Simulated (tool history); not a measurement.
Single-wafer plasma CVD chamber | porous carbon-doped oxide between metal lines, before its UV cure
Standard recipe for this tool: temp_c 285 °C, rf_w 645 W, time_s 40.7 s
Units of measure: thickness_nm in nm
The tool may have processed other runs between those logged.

| run | hour | temp_c | rf_w | time_s | wafers since the last listed run | hours since the last thermocouple change | hours since the last RF generator calibration | hours since the showerhead was replaced | hours since the gauge calibration | read-back reference wafer on the same gauge, thickness_nm | thickness_nm |
|---|---|---|---|---|---|---|---|---|---|---|---|
| 1 | 0.0 | 285 | 645 | 47.0 | 0 | 600.0 | 1404.9 | 5829.8 | 4.5 | 207.258 | 296.380 |
| 2 | 92.5 | 285 | 645 | 47.0 | 1435 | 692.5 | 1497.4 | 5922.3 | 97.0 | 206.782 | 296.930 |
| 3 | 133.7 | 285 | 645 | 47.0 | 639 | 733.7 | 1538.6 | 5963.5 | 138.2 | 206.733 | 296.815 |
| 4 | 190.2 | 285 | 600 | 40.7 | 877 | 790.2 | 1595.1 | 6020.0 | 194.7 | 207.006 | 248.503 |
| 5 | 264.3 | 285 | 645 | 40.7 | 1150 | 864.3 | 1669.2 | 6094.1 | 268.8 | 206.649 | 257.854 |
| 6 | 357.0 | 285 | 645 | 40.7 | 1438 | 957.0 | 1761.9 | 6186.8 | 361.5 | 206.940 | 258.469 |
| 7 | 424.6 | 274 | 570 | 40.7 | 1049 | 1024.6 | 1829.5 | 6254.4 | 429.1 | 206.929 | 262.041 |
| 8 | 465.2 | 274 | 570 | 40.7 | 630 | 1065.2 | 1870.1 | 6295.0 | 469.7 | 206.954 | 261.358 |
| 9 | 507.9 | 285 | 645 | 36.2 | 662 | 1107.9 | 1912.8 | 6337.7 | 512.4 | 207.136 | 229.572 |
| 10 | 550.7 | 285 | 645 | 36.2 | 664 | 1150.7 | 1955.6 | 6380.5 | 555.2 | 207.041 | 230.863 |
|  | 613.5 | RF generator calibrated |
| 11 | 614.9 | 285 | 645 | 40.7 | 872 | 1214.9 | 1.4 | 6444.7 | 619.4 | 206.937 | 257.689 |
| 12 | 684.9 | 285 | 645 | 40.7 | 1086 | 1284.9 | 71.4 | 6514.7 | 689.4 | 207.149 | 257.739 |
| 13 | 748.5 | 285 | 695 | 48.3 | 987 | 1348.5 | 135.0 | 6578.3 | 753.0 | 207.010 | 316.013 |
| 14 | 785.9 | 285 | 645 | 40.7 | 580 | 1385.9 | 172.4 | 6615.7 | 790.4 | 206.890 | 258.523 |
| 15 | 851.3 | 285 | 560 | 40.7 | 1015 | 1451.3 | 237.8 | 6681.1 | 855.8 | 207.027 | 239.101 |
|  | 875.3 | showerhead replaced |
| 16 | 917.4 | 285 | 645 | 40.7 | 901 | 1517.4 | 303.9 | 42.1 | 921.9 | 207.407 | 257.153 |
| 17 | 974.4 | 293 | 725 | 40.7 | 884 | 1574.4 | 360.9 | 99.1 | 978.9 | 206.719 | 260.142 |
| 18 | 1021.5 | 295 | 600 | 44.0 | 731 | 1621.5 | 408.0 | 146.2 | 1026.0 | 207.213 | 249.448 |
|  | 1085.9 | thermocouple changed; heater temperature recalibrated |
|  | 1099.1 | gauge calibrated |
| 19 | 1119.5 | 285 | 570 | 40.7 | 1397 | 33.6 | 506.0 | 244.2 | 20.4 | 207.123 | 240.239 |
| 20 | 1196.9 | 281 | 645 | 40.7 | 1201 | 111.0 | 583.4 | 321.6 | 97.8 | 206.859 | 265.959 |
| 21 | 1473.4 | 285 | 575 | 40.7 | 4292 | 387.5 | 859.9 | 598.1 | 374.3 | 206.900 | 242.621 |
| 22 | 1550.4 | 293 | 645 | 40.7 | 1195 | 464.5 | 936.9 | 675.1 | 451.3 | 206.914 | 243.693 |
| 23 | 1772.6 | 285 | 645 | 40.7 | 3449 | 686.7 | 1159.1 | 897.3 | 673.5 | 207.175 | 258.226 |
| 24 | 1817.6 | 297 | 645 | 40.7 | 698 | 731.7 | 1204.1 | 942.3 | 718.5 | 206.865 | 237.152 |

List, for all runs, the conditions of the tool that the log does not record:
wafer temperature above the value expected at the setpoint (K): 0 across all the runs
delivered RF power above the setpoint (%): 0 across all the runs
gauge reads high (%): 0 across all the runs

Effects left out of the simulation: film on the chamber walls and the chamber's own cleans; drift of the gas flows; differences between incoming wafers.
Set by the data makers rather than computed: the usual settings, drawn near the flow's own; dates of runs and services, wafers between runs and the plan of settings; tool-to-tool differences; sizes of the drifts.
